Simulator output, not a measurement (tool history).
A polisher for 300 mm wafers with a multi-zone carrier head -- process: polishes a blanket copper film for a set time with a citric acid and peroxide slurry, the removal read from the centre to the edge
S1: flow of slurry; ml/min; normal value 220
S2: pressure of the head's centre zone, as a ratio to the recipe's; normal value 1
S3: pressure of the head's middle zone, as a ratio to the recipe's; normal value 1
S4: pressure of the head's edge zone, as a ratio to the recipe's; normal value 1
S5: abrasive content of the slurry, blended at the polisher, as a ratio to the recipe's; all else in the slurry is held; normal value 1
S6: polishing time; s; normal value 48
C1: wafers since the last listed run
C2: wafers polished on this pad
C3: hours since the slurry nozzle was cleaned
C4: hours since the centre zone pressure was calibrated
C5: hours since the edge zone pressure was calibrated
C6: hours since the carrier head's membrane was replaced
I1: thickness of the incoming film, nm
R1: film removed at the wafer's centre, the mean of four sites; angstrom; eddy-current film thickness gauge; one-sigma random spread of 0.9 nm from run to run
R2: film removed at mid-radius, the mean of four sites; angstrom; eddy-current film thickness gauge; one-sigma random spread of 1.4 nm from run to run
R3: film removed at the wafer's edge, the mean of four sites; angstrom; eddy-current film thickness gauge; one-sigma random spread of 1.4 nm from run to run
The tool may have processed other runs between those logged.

{"run": 1, "hour": 0.0, "S1": 220, "S2": 1, "S3": 1, "S4": 1, "S5": 1, "S6": 48, "C1": 0, "C2": 794, "C3": 24.1, "C4": 455.3, "C5": 403.9, "C6": 1064.5, "I1": 923, "R1": 898, "R2": 898, "R3": 886}
{"hour": 46.0, "done": "worn pad replaced by a new one"}
{"run": 2, "hour": 52.0, "S1": 220, "S2": 1, "S3": 1, "S4": 1.06, "S5": 1, "S6": 48, "C1": 358, "C2": 44, "C3": 76.1, "C4": 507.3, "C5": 455.9, "C6": 1116.5, "I1": 922.7, "R1": 933, "R2": 972, "R3": 932}
{"run": 3, "hour": 115.7, "S1": 240, "S2": 1, "S3": 1, "S4": 1, "S5": 1, "S6": 48, "C1": 475, "C2": 520, "C3": 139.8, "C4": 571, "C5": 519.6, "C6": 1180.2, "I1": 927.7, "R1": 930, "R2": 930, "R3": 906}
{"run": 4, "hour": 166.1, "S1": 240, "S2": 1, "S3": 1, "S4": 1, "S5": 1, "S6": 48, "C1": 376, "C2": 897, "C3": 190.2, "C4": 621.4, "C5": 570, "C6": 1230.6, "I1": 936.1, "R1": 900, "R2": 933, "R3": 905}
{"hour": 192.7, "done": "worn pad replaced by a new one"}
{"run": 5, "hour": 226.5, "S1": 240, "S2": 1, "S3": 1, "S4": 1, "S5": 1, "S6": 48, "C1": 421, "C2": 252, "C3": 250.6, "C4": 681.8, "C5": 630.4, "C6": 1291, "I1": 929.3, "R1": 940, "R2": 957, "R3": 941}
{"hour": 249.8, "done": "slurry nozzle cleaned"}
{"run": 6, "hour": 251.4, "S1": 180, "S2": 1, "S3": 1, "S4": 1, "S5": 1, "S6": 43, "C1": 178, "C2": 431, "C3": 1.6, "C4": 706.7, "C5": 655.3, "C6": 1315.9, "I1": 933.3, "R1": 798, "R2": 803, "R3": 793}
{"run": 7, "hour": 284.4, "S1": 220, "S2": 1, "S3": 1, "S4": 1, "S5": 1.2, "S6": 48, "C1": 246, "C2": 677, "C3": 34.6, "C4": 739.7, "C5": 688.3, "C6": 1348.9, "I1": 909.2, "R1": 937, "R2": 948, "R3": 901}
{"run": 8, "hour": 330.7, "S1": 245, "S2": 1, "S3": 1, "S4": 1, "S5": 1.15, "S6": 48, "C1": 345, "C2": 1023, "C3": 80.9, "C4": 786, "C5": 734.6, "C6": 1395.2, "I1": 919, "R1": 898, "R2": 900, "R3": 903}
{"hour": 365.6, "done": "worn pad replaced by a new one"}
{"hour": 368.4, "done": "centre zone pressure recalibrated"}
{"run": 9, "hour": 385.5, "S1": 220, "S2": 1, "S3": 1, "S4": 1, "S5": 1, "S6": 48, "C1": 364, "C2": 133, "C3": 135.7, "C4": 17.1, "C5": 789.4, "C6": 1450, "I1": 912.1, "R1": 945, "R2": 956, "R3": 939}
{"run": 10, "hour": 421.8, "S1": 220, "S2": 1.08, "S3": 1, "S4": 1, "S5": 1.15, "S6": 48, "C1": 271, "C2": 404, "C3": 172, "C4": 53.4, "C5": 825.7, "C6": 1486.3, "I1": 924, "R1": 986, "R2": 979, "R3": 933}
{"hour": 443.4, "done": "carrier head's membrane replaced by a new one"}
{"run": 11, "hour": 449.6, "S1": 220, "S2": 1.11, "S3": 0.96, "S4": 1, "S5": 0.85, "S6": 48, "C1": 170, "C2": 574, "C3": 199.8, "C4": 81.2, "C5": 853.5, "C6": 6.2, "I1": 913, "R1": 974, "R2": 894, "R3": 898}
{"run": 12, "hour": 485.1, "S1": 220, "S2": 1.11, "S3": 0.96, "S4": 1, "S5": 0.85, "S6": 48, "C1": 265, "C2": 839, "C3": 235.3, "C4": 116.7, "C5": 889, "C6": 41.7, "I1": 921.1, "R1": 947, "R2": 872, "R3": 867}
{"hour": 533.2, "done": "slurry nozzle cleaned"}
{"run": 13, "hour": 536.3, "S1": 220, "S2": 1, "S3": 1, "S4": 1, "S5": 1, "S6": 48, "C1": 374, "C2": 1214, "C3": 3.1, "C4": 167.9, "C5": 940.2, "C6": 92.9, "I1": 900.7, "R1": 852, "R2": 856, "R3": 840}
{"hour": 551.8, "done": "worn pad replaced by a new one"}
{"hour": 588.3, "done": "edge zone pressure recalibrated"}
{"run": 14, "hour": 590.5, "S1": 220, "S2": 0.96, "S3": 1, "S4": 1, "S5": 1, "S6": 48, "C1": 360, "C2": 274, "C3": 57.3, "C4": 222.1, "C5": 2.2, "C6": 147.1, "I1": 925.4, "R1": 894, "R2": 944, "R3": 902}
{"run": 15, "hour": 644.7, "S1": 220, "S2": 1.11, "S3": 1, "S4": 1, "S5": 1, "S6": 37, "C1": 404, "C2": 679, "C3": 111.5, "C4": 276.3, "C5": 56.4, "C6": 201.3, "I1": 922.1, "R1": 741, "R2": 700, "R3": 685}

What will run 16 give?
{"run": 16, "hour": 707.6, "S1": 220, "S2": 0.9, "S3": 1, "S4": 1, "S5": 1, "S6": 48, "C1": 469, "C2": 1149, "C3": 174.4, "C4": 339.2, "C5": 119.3, "C6": 264.2, "I1": 926.5, "R1": "?", "R2": "?", "R3": "?"}

R1: 777 angstrom
R2: 870 angstrom
R3: 838 angstrom
Minus the tool's unlogged condition, the same run would have read R1 875 angstrom, R2 980 angstrom, R3 944 angstrom.
